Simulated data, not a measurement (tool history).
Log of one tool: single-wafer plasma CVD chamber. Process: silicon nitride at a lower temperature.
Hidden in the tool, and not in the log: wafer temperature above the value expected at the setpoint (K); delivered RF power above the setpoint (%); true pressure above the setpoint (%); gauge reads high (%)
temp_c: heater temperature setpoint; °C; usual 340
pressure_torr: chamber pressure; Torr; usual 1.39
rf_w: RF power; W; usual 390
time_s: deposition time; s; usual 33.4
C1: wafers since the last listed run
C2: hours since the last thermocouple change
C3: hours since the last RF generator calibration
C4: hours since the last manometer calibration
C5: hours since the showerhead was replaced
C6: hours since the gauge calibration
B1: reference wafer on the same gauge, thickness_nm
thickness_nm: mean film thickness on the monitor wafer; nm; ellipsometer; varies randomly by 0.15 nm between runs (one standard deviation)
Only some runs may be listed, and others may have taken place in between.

run 1 hour=0 | temp_c=340 pressure_torr=1.59 rf_w=390 time_s=33.4 | C1=0 C2=59.4 C3=60.7 C4=39.8 C5=6742.7 C6=338.8 | B1=45.16 | thickness_nm=43.866
run 2 hour=6.7 | temp_c=340 pressure_torr=1.59 rf_w=390 time_s=33.4 | C1=133 C2=66.1 C3=67.4 C4=46.5 C5=6749.4 C6=345.5 | B1=45.205 | thickness_nm=43.781
run 3 hour=14.6 | temp_c=340 pressure_torr=1.59 rf_w=390 time_s=33.4 | C1=156 C2=74 C3=75.3 C4=54.4 C5=6757.3 C6=353.4 | B1=45.167 | thickness_nm=44.059
run 4 hour=25 | temp_c=334 pressure_torr=1.39 rf_w=370 time_s=33.4 | C1=206 C2=84.4 C3=85.7 C4=64.8 C5=6767.7 C6=363.8 | B1=45.187 | thickness_nm=41.068
run 5 hour=40.8 | temp_c=340 pressure_torr=1.39 rf_w=390 time_s=33.4 | C1=313 C2=100.2 C3=101.5 C4=80.6 C5=6783.5 C6=379.6 | B1=45.236 | thickness_nm=41.826
run 6 hour=48.5 | temp_c=331 pressure_torr=1.72 rf_w=465 time_s=33.4 | C1=152 C2=107.9 C3=109.2 C4=88.3 C5=6791.2 C6=387.3 | B1=45.171 | thickness_nm=48.96
run 7 hour=96.6 | temp_c=340 pressure_torr=1.39 rf_w=390 time_s=37.1 | C1=955 C2=156 C3=157.3 C4=136.4 C5=6839.3 C6=435.4 | B1=45.201 | thickness_nm=46.01
-- hour=116.8 showerhead replaced
run 8 hour=117.3 | temp_c=340 pressure_torr=1.63 rf_w=390 time_s=33.4 | C1=252 C2=176.7 C3=178 C4=157.1 C5=0.5 C6=456.1 | B1=45.207 | thickness_nm=43.424
run 9 hour=125.4 | temp_c=340 pressure_torr=1.39 rf_w=390 time_s=33.4 | C1=160 C2=184.8 C3=186.1 C4=165.2 C5=8.6 C6=464.2 | B1=45.19 | thickness_nm=41.477
run 10 hour=134.9 | temp_c=329 pressure_torr=1.64 rf_w=390 time_s=33.4 | C1=188 C2=194.3 C3=195.6 C4=174.7 C5=18.1 C6=473.7 | B1=45.249 | thickness_nm=43.274
run 11 hour=142 | temp_c=340 pressure_torr=1.39 rf_w=390 time_s=33.4 | C1=140 C2=201.4 C3=202.7 C4=181.8 C5=25.2 C6=480.8 | B1=45.241 | thickness_nm=41.198
run 12 hour=154.7 | temp_c=340 pressure_torr=1.23 rf_w=325 time_s=33.4 | C1=252 C2=214.1 C3=215.4 C4=194.5 C5=37.9 C6=493.5 | B1=45.219 | thickness_nm=35.912
run 13 hour=162.4 | temp_c=348 pressure_torr=1.39 rf_w=390 time_s=33.4 | C1=152 C2=221.8 C3=223.1 C4=202.2 C5=45.6 C6=501.2 | B1=45.202 | thickness_nm=41.338
run 14 hour=179.4 | temp_c=340 pressure_torr=1.39 rf_w=340 time_s=35.5 | C1=337 C2=238.8 C3=240.1 C4=219.2 C5=62.6 C6=518.2 | B1=45.226 | thickness_nm=40.657
run 15 hour=186.1 | temp_c=344 pressure_torr=1.09 rf_w=345 time_s=33.4 | C1=133 C2=245.5 C3=246.8 C4=225.9 C5=69.3 C6=524.9 | B1=45.197 | thickness_nm=35.778
run 16 hour=202.8 | temp_c=340 pressure_torr=1.39 rf_w=330 time_s=33.4 | C1=331 C2=262.2 C3=263.5 C4=242.6 C5=86 C6=541.6 | B1=45.176 | thickness_nm=37.528
-- hour=203.7 gauge calibrated
run 17 hour=217.3 | temp_c=340 pressure_torr=1.39 rf_w=390 time_s=36.3 | C1=287 C2=276.7 C3=278 C4=257.1 C5=100.5 C6=13.6 | B1=45.199 | thickness_nm=44.897
run 18 hour=228.8 | temp_c=351 pressure_torr=1.62 rf_w=320 time_s=33.4 | C1=228 C2=288.2 C3=289.5 C4=268.6 C5=112 C6=25.1 | B1=45.213 | thickness_nm=38.528
run 19 hour=236.9 | temp_c=340 pressure_torr=1.09 rf_w=390 time_s=29.4 | C1=160 C2=296.3 C3=297.6 C4=276.7 C5=120.1 C6=33.2 | B1=45.192 | thickness_nm=33.381
run 20 hour=243.7 | temp_c=340 pressure_torr=1.39 rf_w=390 time_s=27.5 | C1=135 C2=303.1 C3=304.4 C4=283.5 C5=126.9 C6=40 | B1=45.179 | thickness_nm=33.663
run 21 hour=253.8 | temp_c=340 pressure_torr=1.17 rf_w=390 time_s=30.9 | C1=200 C2=313.2 C3=314.5 C4=293.6 C5=137 C6=50.1 | B1=45.18 | thickness_nm=35.798
run 22 hour=263.1 | temp_c=340 pressure_torr=1.39 rf_w=390 time_s=33.4 | C1=184 C2=322.5 C3=323.8 C4=302.9 C5=146.3 C6=59.4 | B1=45.235 | thickness_nm=40.781
run 23 hour=276 | temp_c=340 pressure_torr=1.39 rf_w=390 time_s=33.4 | C1=256 C2=335.4 C3=336.7 C4=315.8 C5=159.2 C6=72.3 | B1=45.265 | thickness_nm=40.823
run 24 hour=286.2 | temp_c=340 pressure_torr=1.39 rf_w=390 time_s=33.4 | C1=202 C2=345.6 C3=346.9 C4=326 C5=169.4 C6=82.5 | B1=45.164 | thickness_nm=40.489
run 25 hour=298.2 | temp_c=340 pressure_torr=1.66 rf_w=390 time_s=33.4 | C1=238 C2=357.6 C3=358.9 C4=338 C5=181.4 C6=94.5 | B1=45.212 | thickness_nm=42.986
run 26 hour=306.5 | temp_c=340 pressure_torr=1.55 rf_w=450 time_s=39.8 | C1=164 C2=365.9 C3=367.2 C4=346.3 C5=189.7 C6=102.8 | B1=45.198 | thickness_nm=53.917
run 27 hour=315.3 | temp_c=326 pressure_torr=1.39 rf_w=390 time_s=29.7 | C1=174 C2=374.7 C3=376 C4=355.1 C5=198.5 C6=111.6 | B1=45.218 | thickness_nm=36.478
run 28 hour=341.2 | temp_c=340 pressure_torr=1.13 rf_w=360 time_s=33.4 | C1=514 C2=400.6 C3=401.9 C4=381 C5=224.4 C6=137.5 | B1=45.221 | thickness_nm=36.367

Exercise: give the hidden state of the tool at every run:
wafer temperature above the value expected at the setpoint (K): 0 on each run
gauge reads high (%): 0 on each run
H1: delivered RF power above the setpoint (%)
H2: true pressure above the setpoint (%)
run=1 H1=-2.92 H2=-0.304
run=2 H1=-3.09 H2=-0.363
run=3 H1=-3.28 H2=-0.432
run=4 H1=-3.52 H2=-0.523
run=5 H1=-3.86 H2=-0.662
run=6 H1=-4.02 H2=-0.729
run=7 H1=-4.94 H2=-1.15
run=8 H1=-5.28 H2=-1.33
run=9 H1=-5.41 H2=-1.4
run=10 H1=-5.56 H2=-1.49
run=11 H1=-5.66 H2=-1.55
run=12 H1=-5.85 H2=-1.66
run=13 H1=-5.95 H2=-1.73
run=14 H1=-6.18 H2=-1.88
run=15 H1=-6.26 H2=-1.93
run=16 H1=-6.47 H2=-2.08
run=17 H1=-6.63 H2=-2.21
run=18 H1=-6.76 H2=-2.31
run=19 H1=-6.84 H2=-2.38
run=20 H1=-6.91 H2=-2.44
run=21 H1=-7.01 H2=-2.53
run=22 H1=-7.1 H2=-2.61
run=23 H1=-7.22 H2=-2.72
run=24 H1=-7.31 H2=-2.81
run=25 H1=-7.41 H2=-2.92
run=26 H1=-7.48 H2=-2.99
run=27 H1=-7.55 H2=-3.07
run=28 H1=-7.74 H2=-3.29
